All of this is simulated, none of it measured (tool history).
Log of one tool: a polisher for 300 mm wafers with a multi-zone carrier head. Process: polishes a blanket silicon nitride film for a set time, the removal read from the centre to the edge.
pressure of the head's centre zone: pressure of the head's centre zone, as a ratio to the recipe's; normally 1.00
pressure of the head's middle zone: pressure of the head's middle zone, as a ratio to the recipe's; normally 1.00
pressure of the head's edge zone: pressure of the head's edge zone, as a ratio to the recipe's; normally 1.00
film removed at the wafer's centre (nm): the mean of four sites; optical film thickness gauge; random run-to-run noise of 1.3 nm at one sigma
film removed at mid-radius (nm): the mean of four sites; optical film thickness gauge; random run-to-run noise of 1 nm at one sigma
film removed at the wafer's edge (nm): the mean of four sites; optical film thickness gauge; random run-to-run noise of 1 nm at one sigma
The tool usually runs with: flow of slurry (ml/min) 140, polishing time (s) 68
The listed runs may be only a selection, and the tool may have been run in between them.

run,hour,flow of slurry (ml/min),pressure of the head's centre zone,pressure of the head's middle zone,pressure of the head's edge zone,polishing time (s),wafers since the last listed run,wafers polished on this pad,hours since the slurry nozzle was cleaned,hours since the centre zone pressure was calibrated,hours since the edge zone pressure was calibrated,hours since the carrier head's membrane was replaced,"incoming thickness of the incoming film, nm",film removed at the wafer's centre (nm),film removed at mid-radius (nm),film removed at the wafer's edge (nm)
1,0.0,160,1.00,1.06,1.00,68,0,17,219.7,193.0,826.6,729.3,835.7,85.1,97.9,90.7
2,36.6,140,1.00,1.00,1.00,62,253,271,256.3,229.6,863.2,765.9,821.1,70.4,78.4,78.8
3,65.0,140,1.00,1.00,1.00,62,196,468,284.7,258.0,891.6,794.3,805.1,68.9,76.0,76.9
4,127.4,115,1.00,1.00,1.00,68,432,901,347.1,320.4,954.0,856.7,827.3,70.9,81.1,80.1
# hour 144.1: worn pad replaced by a new one
# hour 162.9: centre zone pressure recalibrated
5,198.6,140,1.00,0.96,1.00,68,451,364,418.3,35.7,1025.2,927.9,828.8,83.9,83.4,87.3
6,240.9,140,1.00,1.00,1.00,68,293,657,460.6,78.0,1067.5,970.2,824.5,80.5,83.8,82.8
7,291.6,140,1.00,1.00,1.00,68,351,1008,511.3,128.7,1118.2,1020.9,828.7,79.1,82.5,84.6
# hour 315.2: worn pad replaced by a new one
# hour 319.3: carrier head's membrane replaced by a new one
8,357.6,140,1.00,1.00,1.00,68,401,265,577.3,194.7,1184.2,38.3,819.7,78.8,85.3,85.9
# hour 362.8: slurry nozzle cleaned
9,392.0,140,0.92,1.00,1.00,68,231,496,29.2,229.1,1218.6,72.7,821.6,72.1,86.0,83.7
10,456.9,140,1.00,1.09,1.00,68,449,946,94.1,294.0,1283.5,137.6,809.2,74.4,87.7,81.4
# hour 462.1: edge zone pressure recalibrated
# hour 505.9: worn pad replaced by a new one
11,527.8,140,1.00,1.00,1.00,68,449,152,165.0,364.9,65.7,208.5,827.5,76.2,85.7,87.3
# hour 563.3: centre zone pressure recalibrated
12,567.0,125,1.00,1.00,0.96,55,257,410,204.2,3.7,104.9,247.7,809.3,67.3,68.4,65.4
13,593.7,140,1.00,1.00,1.00,68,185,595,230.9,30.4,131.6,274.4,817.5,81.2,82.2,81.4
14,664.5,140,0.96,1.00,1.00,52,490,1085,301.7,101.2,202.4,345.2,817.6,57.0,61.6,63.1
# hour 688.4: worn pad replaced by a new one
15,713.3,165,1.00,1.00,1.00,68,310,172,350.5,150.0,251.2,394.0,823.9,82.4,90.5,89.1
16,758.3,140,1.00,0.88,0.91,68,311,484,395.5,195.0,296.2,439.0,817.0,80.6,77.6,80.1
17,801.6,140,1.00,1.00,1.00,50,300,784,438.8,238.3,339.5,482.3,819.9,53.9,60.5,59.7

Each row is a separate what-if for the run after 17, all from the same tool condition, not one after another. Results?
A,802.1,140,1.00,1.00,1.00,68,3,787,439.3,238.8,340.0,482.8,830.5,?,?,?
B,802.1,140,1.06,0.96,1.06,78,3,787,439.3,238.8,340.0,482.8,830.5,?,?,?
C,802.1,140,1.08,1.04,1.00,68,3,787,439.3,238.8,340.0,482.8,830.5,?,?,?
D,802.1,140,1.00,1.00,1.07,68,3,787,439.3,238.8,340.0,482.8,830.5,?,?,?

run,film removed at the wafer's centre (nm),film removed at mid-radius (nm),film removed at the wafer's edge (nm)
A,74.9,82.5,81.6
B,91.1,91.9,96.4
C,81.0,84.9,81.6
D,74.9,82.5,84.4
What these runs would have given with no unlogged condition in the tool:
run,film removed at the wafer's centre (nm),film removed at mid-radius (nm),film removed at the wafer's edge (nm)
A,90.2,92.0,91.0
B,109.7,102.5,107.5
C,97.5,94.6,91.0
D,90.2,92.0,94.1
